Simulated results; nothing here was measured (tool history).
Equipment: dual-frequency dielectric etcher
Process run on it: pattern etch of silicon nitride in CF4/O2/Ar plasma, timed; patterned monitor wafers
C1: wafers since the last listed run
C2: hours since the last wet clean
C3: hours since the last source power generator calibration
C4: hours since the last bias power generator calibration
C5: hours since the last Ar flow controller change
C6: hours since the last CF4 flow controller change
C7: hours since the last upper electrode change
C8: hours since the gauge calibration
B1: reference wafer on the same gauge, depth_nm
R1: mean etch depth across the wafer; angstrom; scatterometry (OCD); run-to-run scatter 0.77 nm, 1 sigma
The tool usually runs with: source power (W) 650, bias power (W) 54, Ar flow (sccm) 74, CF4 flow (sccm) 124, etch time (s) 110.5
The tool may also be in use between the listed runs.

Run 1, hour 0.0: usual settings; C1 0; C2 373.8; C3 3819.0; C4 4082.3; C5 5991.1; C6 4606.5; C7 4640.9; C8 126.5; B1 333.9. Result: R1 3156 angstrom.
Run 2, hour 100.8: usual settings but bias power (W) 48; C1 1168; C2 474.6; C3 3919.8; C4 4183.1; C5 6091.9; C6 4707.3; C7 4741.7; C8 227.3; B1 334.1. Result: R1 2975 angstrom.
Run 3, hour 159.2: usual settings but source power (W) 540, etch time (s) 99.5; C1 676; C2 533.0; C3 3978.2; C4 4241.5; C5 6150.3; C6 4765.7; C7 4800.1; C8 285.7; B1 334.0. Result: R1 2432 angstrom.
At hour 255.1: wet clean of the chamber.
Run 4, hour 255.6: usual settings but source power (W) 540, etch time (s) 99.5; C1 839; C2 0.5; C3 4074.6; C4 4337.9; C5 6246.7; C6 4862.1; C7 4896.5; C8 382.1; B1 334.3. Result: R1 2434 angstrom.
Run 5, hour 345.8: usual settings but source power (W) 540, etch time (s) 99.5; C1 1045; C2 90.7; C3 4164.8; C4 4428.1; C5 6336.9; C6 4952.3; C7 4986.7; C8 472.3; B1 334.2. Result: R1 2430 angstrom.
Run 6, hour 387.5: usual settings; C1 483; C2 132.4; C3 4206.5; C4 4469.8; C5 6378.6; C6 4994.0; C7 5028.4; C8 514.0; B1 333.8. Result: R1 3170 angstrom.
Run 7, hour 489.0: usual settings; C1 1176; C2 233.9; C3 4308.0; C4 4571.3; C5 6480.1; C6 5095.5; C7 5129.9; C8 615.5; B1 334.2. Result: R1 3165 angstrom.
At hour 544.3: bias power generator calibrated.
Run 8, hour 548.3: usual settings; C1 640; C2 293.2; C3 4367.3; C4 4.0; C5 6539.4; C6 5154.8; C7 5189.2; C8 674.8; B1 333.8. Result: R1 3150 angstrom.
Run 9, hour 604.6: usual settings but Ar flow (sccm) 63, CF4 flow (sccm) 136; C1 652; C2 349.5; C3 4423.6; C4 60.3; C5 6595.7; C6 5211.1; C7 5245.5; C8 731.1; B1 334.2. Result: R1 3264 angstrom.
At hour 630.1: CF4 flow controller replaced.
At hour 647.8: Ar flow controller replaced.
At hour 683.2: upper electrode replaced.
Run 10, hour 683.7: usual settings but bias power (W) 48; C1 499; C2 428.6; C3 4502.7; C4 139.4; C5 35.9; C6 53.6; C7 0.5; C8 810.2; B1 334.1. Result: R1 2968 angstrom.
At hour 687.3: gauge calibrated.
At hour 905.2: wet clean of the chamber.
Run 11, hour 907.6: usual settings but source power (W) 580, Ar flow (sccm) 62, CF4 flow (sccm) 108; C1 2316; C2 2.4; C3 4726.6; C4 363.3; C5 259.8; C6 277.5; C7 224.4; C8 220.3; B1 333.6. Result: R1 2884 angstrom.
At hour 946.6: source power generator calibrated.
Run 12, hour 956.4: usual settings but source power (W) 570; C1 519; C2 51.2; C3 9.8; C4 412.1; C5 308.6; C6 326.3; C7 273.2; C8 269.1; B1 333.9. Result: R1 2821 angstrom.
Run 13, hour 1013.8: usual settings but source power (W) 520, etch time (s) 126.5; C1 665; C2 108.6; C3 67.2; C4 469.5; C5 366.0; C6 383.7; C7 330.6; C8 326.5; B1 334.1. Result: R1 3003 angstrom.
Run 14, hour 1078.9: usual settings but bias power (W) 59, etch time (s) 121.5; C1 754; C2 173.7; C3 132.3; C4 534.6; C5 431.1; C6 448.8; C7 395.7; C8 391.6; B1 334.4. Result: R1 3650 angstrom.
Run 15, hour 1252.9: usual settings but bias power (W) 65; C1 2016; C2 347.7; C3 306.3; C4 708.6; C5 605.1; C6 622.8; C7 569.7; C8 565.6; B1 334.0. Result: R1 3475 angstrom.
Run 16, hour 1345.0: usual settings; C1 1067; C2 439.8; C3 398.4; C4 800.7; C5 697.2; C6 714.9; C7 661.8; C8 657.7; B1 334.1. Result: R1 3178 angstrom.
At hour 1371.9: gauge calibrated.
Run 17, hour 1386.1: usual settings but source power (W) 530, CF4 flow (sccm) 135; C1 476; C2 480.9; C3 439.5; C4 841.8; C5 738.3; C6 756.0; C7 702.9; C8 14.2; B1 334.3. Result: R1 2676 angstrom.

Hidden state at the last listed run before each entry between runs and at the first one after, where it differs:
Run 3 -> run 4: wet clean of the chamber (hour 255.1)
  no hidden state differs between the two runs
Run 7 -> run 8: bias power generator calibrated (hour 544.3)
  no hidden state differs between the two runs
Run 9 -> run 10: CF4 flow controller replaced (hour 630.1); Ar flow controller replaced (hour 647.8); upper electrode replaced (hour 683.2)
  no hidden state differs between the two runs
Run 10 -> run 11: gauge calibrated (hour 687.3); wet clean of the chamber (hour 905.2)
  no hidden state differs between the two runs
Run 11 -> run 12: source power generator calibrated (hour 946.6)
  no hidden state differs between the two runs
Run 16 -> run 17: gauge calibrated (hour 1371.9)
  no hidden state differs between the two runs
